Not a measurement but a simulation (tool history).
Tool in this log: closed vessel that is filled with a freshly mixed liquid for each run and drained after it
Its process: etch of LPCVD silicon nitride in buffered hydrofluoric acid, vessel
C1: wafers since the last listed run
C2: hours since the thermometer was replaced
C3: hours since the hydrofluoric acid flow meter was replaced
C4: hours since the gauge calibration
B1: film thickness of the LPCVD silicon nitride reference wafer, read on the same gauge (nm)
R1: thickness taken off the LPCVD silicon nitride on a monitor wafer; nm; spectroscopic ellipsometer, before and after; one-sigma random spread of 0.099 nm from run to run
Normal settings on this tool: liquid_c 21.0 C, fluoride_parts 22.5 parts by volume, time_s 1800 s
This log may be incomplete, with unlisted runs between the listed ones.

run 1 hour=0.0 | liquid_c=21.0 fluoride_parts=19.5 time_s=1800 | C1=0 C2=2034.2 C3=1514.6 C4=937.6 | B1=90.01 | R1=13.84
run 2 hour=49.2 | liquid_c=21.0 fluoride_parts=19.5 time_s=1800 | C1=1694 C2=2083.4 C3=1563.8 C4=986.8 | B1=90.01 | R1=13.77
run 3 hour=120.2 | liquid_c=17.0 fluoride_parts=18.5 time_s=1800 | C1=2445 C2=2154.4 C3=1634.8 C4=1057.8 | B1=89.98 | R1=11.76
run 4 hour=177.5 | liquid_c=17.0 fluoride_parts=18.5 time_s=1800 | C1=1973 C2=2211.7 C3=1692.1 C4=1115.1 | B1=89.98 | R1=11.55
run 5 hour=232.7 | liquid_c=17.0 fluoride_parts=18.5 time_s=1800 | C1=1901 C2=2266.9 C3=1747.3 C4=1170.3 | B1=90.02 | R1=11.74
run 6 hour=280.1 | liquid_c=24.0 fluoride_parts=22.5 time_s=1800 | C1=1632 C2=2314.3 C3=1794.7 C4=1217.7 | B1=90.00 | R1=14.76
run 7 hour=323.5 | liquid_c=21.0 fluoride_parts=29.5 time_s=1800 | C1=1494 C2=2357.7 C3=1838.1 C4=1261.1 | B1=90.00 | R1=10.25
run 8 hour=393.9 | liquid_c=21.0 fluoride_parts=29.5 time_s=1800 | C1=2425 C2=2428.1 C3=1908.5 C4=1331.5 | B1=90.01 | R1=10.50
run 9 hour=424.6 | liquid_c=21.0 fluoride_parts=29.5 time_s=1800 | C1=1057 C2=2458.8 C3=1939.2 C4=1362.2 | B1=89.97 | R1=10.38
run 10 hour=484.1 | liquid_c=21.0 fluoride_parts=22.5 time_s=1800 | C1=2049 C2=2518.3 C3=1998.7 C4=1421.7 | B1=89.98 | R1=12.53
run 11 hour=551.8 | liquid_c=21.0 fluoride_parts=22.5 time_s=1800 | C1=2332 C2=2586.0 C3=2066.4 C4=1489.4 | B1=90.00 | R1=12.36
-- hour=561.4 gauge calibrated
run 12 hour=622.2 | liquid_c=21.0 fluoride_parts=22.5 time_s=1800 | C1=2425 C2=2656.4 C3=2136.8 C4=60.8 | B1=89.99 | R1=12.60
run 13 hour=661.3 | liquid_c=17.0 fluoride_parts=16.0 time_s=1800 | C1=1346 C2=2695.5 C3=2175.9 C4=99.9 | B1=90.03 | R1=13.39
run 14 hour=701.8 | liquid_c=21.0 fluoride_parts=29.0 time_s=1800 | C1=1395 C2=2736.0 C3=2216.4 C4=140.4 | B1=90.00 | R1=10.34
run 15 hour=741.9 | liquid_c=25.0 fluoride_parts=22.5 time_s=1800 | C1=1381 C2=2776.1 C3=2256.5 C4=180.5 | B1=90.03 | R1=15.27
run 16 hour=776.7 | liquid_c=24.0 fluoride_parts=18.5 time_s=2530 | C1=1198 C2=2810.9 C3=2291.3 C4=215.3 | B1=90.01 | R1=24.28
run 17 hour=831.5 | liquid_c=21.0 fluoride_parts=22.5 time_s=1800 | C1=1887 C2=2865.7 C3=2346.1 C4=270.1 | B1=90.00 | R1=12.54
run 18 hour=868.6 | liquid_c=21.0 fluoride_parts=22.5 time_s=1485 | C1=1277 C2=2902.8 C3=2383.2 C4=307.2 | B1=89.98 | R1=10.23
run 19 hour=904.3 | liquid_c=21.0 fluoride_parts=22.5 time_s=1800 | C1=1229 C2=2938.5 C3=2418.9 C4=342.9 | B1=90.01 | R1=12.47
-- hour=905.9 hydrofluoric acid flow meter replaced
run 20 hour=950.1 | liquid_c=19.0 fluoride_parts=22.5 time_s=1105 | C1=1543 C2=2984.3 C3=44.2 C4=388.7 | B1=90.02 | R1=6.76
-- hour=966.2 thermometer replaced
run 21 hour=997.6 | liquid_c=17.5 fluoride_parts=14.5 time_s=890 | C1=1601 C2=31.4 C3=91.7 C4=436.2 | B1=89.99 | R1=7.62
run 22 hour=1133.7 | liquid_c=21.0 fluoride_parts=22.5 time_s=2730 | C1=4688 C2=167.5 C3=227.8 C4=572.3 | B1=89.99 | R1=18.97
run 23 hour=1178.5 | liquid_c=18.5 fluoride_parts=30.0 time_s=1335 | C1=1543 C2=212.3 C3=272.6 C4=617.1 | B1=90.00 | R1=6.55
run 24 hour=1240.8 | liquid_c=21.0 fluoride_parts=29.0 time_s=1800 | C1=2146 C2=274.6 C3=334.9 C4=679.4 | B1=89.97 | R1=10.39
run 25 hour=1312.7 | liquid_c=21.0 fluoride_parts=29.5 time_s=1800 | C1=2476 C2=346.5 C3=406.8 C4=751.3 | B1=90.00 | R1=10.28
run 26 hour=1353.0 | liquid_c=21.0 fluoride_parts=22.5 time_s=1800 | C1=1388 C2=386.8 C3=447.1 C4=791.6 | B1=90.00 | R1=12.43
run 27 hour=1560.9 | liquid_c=22.5 fluoride_parts=22.5 time_s=1800 | C1=7161 C2=594.7 C3=655.0 C4=999.5 | B1=90.01 | R1=13.67
run 28 hour=1593.3 | liquid_c=22.5 fluoride_parts=19.5 time_s=775 | C1=1116 C2=627.1 C3=687.4 C4=1031.9 | B1=89.98 | R1=6.42

Run-by-run hidden state of the tool:
liquid colder than its thermometer reads (K): 0 across all the runs
hydrofluoric acid flow above the setpoint (%): 0 across all the runs
gauge reads high (%): 0 across all the runs
